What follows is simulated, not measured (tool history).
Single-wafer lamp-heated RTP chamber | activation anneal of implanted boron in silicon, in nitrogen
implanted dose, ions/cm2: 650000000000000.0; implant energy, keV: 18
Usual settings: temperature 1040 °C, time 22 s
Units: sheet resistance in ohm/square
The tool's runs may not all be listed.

run,hour,temperature,time,wafers since the last listed run,wafers since the last pyrometer calibration,wafers since the reflector plate was cleaned,hours since the gauge calibration,"read-back reference wafer on the same gauge, sheet resistance",sheet resistance
1,0,1040,22,0,1284,1989,1729.4,153.14,161.97
2,38.4,1059,22,804,2088,2793,1767.8,153.11,160.5
3,92.8,1040,11,1139,3227,3932,1822.2,153.13,162.85
4,140.7,1032,22,1003,4231,4935,1870.1,153.14,162.24
5,177.5,1032,22,770,5001,5706,1906.9,153.25,162.3
6,234.4,1032,22,1191,6193,6898,1963.8,153.2,161.93
7,301.3,1040,22,1401,7594,8299,2030.7,153.21,161.6
8,330.2,1040,22,605,8200,8904,2059.6,153.29,161.6
# hour 371.2: pyrometer window cleaned and pyrometer calibrated
9,380.9,1040,22,894,202,9799,2110.3,153.29,161.37
10,441.4,1040,22,1267,1469,11066,2170.8,153.4,161.97
11,522.2,1040,22,1692,3162,12758,2251.6,153.45,161.53
# hour 588.1: reflector plate cleaned
12,588.6,1040,31,1223,4385,9,2318,153.41,161.04
13,610.4,1051,18,456,4841,466,2339.8,153.4,161.56
14,647.9,1040,32,785,5627,1251,2377.3,153.51,160.57
# hour 653.3: gauge calibrated
15,707,1040,32,1237,6864,2489,53.7,152.26,159.94
# hour 766.6: pyrometer window cleaned and pyrometer calibrated
16,767.1,1063,22,1091,10,3580,113.8,152.25,159.55
17,807,1040,22,835,846,4416,153.7,152.36,160.54
18,858.9,1040,22,1086,1933,5503,205.6,152.35,160.82
19,924.6,1019,30,1376,3309,6879,271.3,152.5,161.78
20,989.7,1022,12,1363,4672,8242,336.4,152.34,163.14
21,1015.9,1054,18,548,5221,8791,362.6,152.38,159.92
# hour 1130.1: pyrometer window cleaned and pyrometer calibrated
22,1223.5,1040,22,4180,1955,12972,570.2,152.53,161.17
23,1255.3,1017,22,666,2621,13638,602,152.52,163.07
# hour 1270.6: reflector plate cleaned
24,1304.3,1051,18,858,3480,706,651,152.65,161.05
25,1435,1040,22,2737,6217,3443,781.7,152.71,161.33
# hour 1503.2: pyrometer window cleaned and pyrometer calibrated
26,1531.4,1062,28,1851,591,5294,878.1,152.69,159.38
27,1565.4,1027,28,712,1303,6007,912.1,152.77,161.36
28,1599.7,1025,31,718,2022,6725,946.4,152.78,161.43
29,1654,1025,33,1137,3159,7862,1000.7,152.76,161.36
30,1707.3,1040,22,1116,4275,8978,1054,152.8,161.1
31,1734.7,1040,22,573,4849,9552,1081.4,152.71,161.1
32,1764.5,1052,22,624,5473,10176,1111.2,152.78,160.31
# hour 1860.1: reflector plate cleaned
# hour 1880.7: pyrometer window cleaned and pyrometer calibrated
33,1946.2,1059,30,3470,1372,1635,1292.9,153,159.43
34,2005,1017,16,1231,2603,2866,1351.7,152.96,164.43
35,2057.1,1040,22,1091,3695,3957,1403.8,153.02,161.04

Measured less the same run without the tool's hidden state. The same run-to-run variation is in both; the gauge's scatter may not be:
The hidden state here: true wafer temperature minus pyrometer reading, K; wafer temperature error from the tarnished reflector plate, K; gauge reads high (%).
run,sheet resistance
1,+1.15
2,+1.16
3,+1.22
4,+1.25
5,+1.26
6,+1.3
7,+1.33
8,+1.35
9,+1.38
10,+1.42
11,+1.46
12,+1.5
13,+1.52
14,+1.53
15,+0.26
16,+0.3
17,+0.33
18,+0.36
19,+0.39
20,+0.44
21,+0.44
22,+0.57
23,+0.6
24,+0.62
25,+0.7
26,+0.75
27,+0.78
28,+0.8
29,+0.83
30,+0.86
31,+0.88
32,+0.89
33,+1
34,+1.06
35,+1.07
